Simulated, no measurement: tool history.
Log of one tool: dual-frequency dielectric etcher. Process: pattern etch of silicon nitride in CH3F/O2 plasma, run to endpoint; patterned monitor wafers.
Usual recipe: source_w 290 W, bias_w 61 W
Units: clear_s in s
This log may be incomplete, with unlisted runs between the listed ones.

run,hour,source_w,bias_w,"incoming incoming film thickness, nm",clear_s
1,0.0,240,67,96.8,142.6
# hour 55.0: wet clean of the chamber
2,55.5,290,61,95.1,144.0
3,89.7,290,61,95.7,146.2
4,126.0,290,61,97.4,147.0
5,167.7,260,61,96.1,151.4
6,204.6,290,61,95.8,145.5
7,237.0,290,61,96.5,145.7
8,282.6,290,61,96.3,142.4
9,396.5,320,61,95.7,137.5
# hour 448.6: source power generator calibrated
10,451.5,320,61,95.7,135.0
# hour 564.1: wet clean of the chamber
11,568.6,320,61,96.6,144.0
12,594.8,240,72,96.1,147.5
13,657.6,260,70,96.1,143.1
14,684.5,260,70,95.3,141.6
15,748.9,330,61,96.0,138.8
16,819.5,290,61,96.5,145.6
# hour 881.1: upper electrode replaced
17,882.1,320,49,95.7,148.6
18,942.8,230,51,96.2,164.5
19,985.9,310,73,96.9,131.0
# hour 1049.2: bias power generator calibrated
20,1076.5,290,66,97.1,137.9
21,1108.9,350,51,97.5,142.9
# hour 1162.7: wet clean of the chamber
22,1163.2,250,67,95.8,149.0
23,1186.6,230,72,95.3,146.9
24,1253.9,290,61,96.8,147.3
25,1324.3,290,61,95.8,144.6
26,1393.5,250,66,96.5,148.4
27,1434.7,250,68,96.5,146.7
28,1494.7,290,61,95.8,141.5

Branching from run 28: 3 alternative next runs. What would each branch give?
A,1495.2,290,61,96.3,?
B,1495.2,340,75,96.3,?
C,1495.2,260,66,96.3,?

run,clear_s
A,143.6
B,125.4
C,144.4
The same runs, with their run-to-run variation unchanged, on a tool lacking any hidden condition would have given:
run,clear_s
A,147.3
B,128.7
C,148.2
